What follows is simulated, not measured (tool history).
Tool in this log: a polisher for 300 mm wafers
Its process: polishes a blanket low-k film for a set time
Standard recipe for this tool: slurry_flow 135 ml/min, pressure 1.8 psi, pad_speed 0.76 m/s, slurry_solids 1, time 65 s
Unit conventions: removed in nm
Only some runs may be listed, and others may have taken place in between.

run,hour,slurry_flow,pressure,pad_speed,slurry_solids,time,"incoming thickness of the incoming film, nm",removed
1,0,135,1.9,0.76,1,65,526.6,24.6
2,6.8,135,1.8,0.76,1,65,511.9,23
3,16.1,135,1.8,0.76,1,65,517.9,22.8
4,33.9,135,1.8,0.76,1,65,517.1,22.4
# hour 36.9: slurry nozzle cleaned
5,49.8,135,1.8,0.76,1,65,525.5,22.3
6,61,135,1.8,0.76,1,65,512.7,21.6
7,71.1,135,1.8,0.76,1,65,528.1,22.1
8,78.5,135,2,0.98,0.9,65,515.9,25.8
9,94.5,135,1.8,0.58,1,65,517.5,19.1
# hour 99: worn pad replaced by a new one
10,105.3,135,1.5,1,1,57,510.4,19.9
11,116,135,1.8,0.76,1,65,522.4,24.4
# hour 123.4: conditioning disc replaced and pad reconditioned
12,131,135,1.8,0.94,1.15,65,515.1,28.1
13,139.1,90,1.8,0.76,1.15,53,519.5,18.3
# hour 145.6: slurry blender recalibrated
14,156,135,1.8,0.76,1,49,512.7,16.8
15,172.1,160,1.6,0.98,1,84,517.2,30.2
# hour 195.1: head pressure recalibrated
16,204.5,135,1.8,0.76,1.15,65,520.7,23.6
17,212.3,135,1.8,0.76,1,65,524.2,21.2
# hour 222.7: worn pad replaced by a new one
18,223.2,135,2.1,0.76,1,65,521.4,27.8
19,232.6,160,1.8,0.68,1,65,510.8,23
20,241.8,135,1.8,0.76,1,65,513.4,23.2
21,294.2,135,1.8,0.76,0.9,49,519.1,15.1

For run 22, what comes out?
22,300.2,125,1.8,0.64,0.85,80,517.2,?

removed: 21.8 nm
Had the tool carried no hidden state, the very same run would have given removed 24.3 nm.
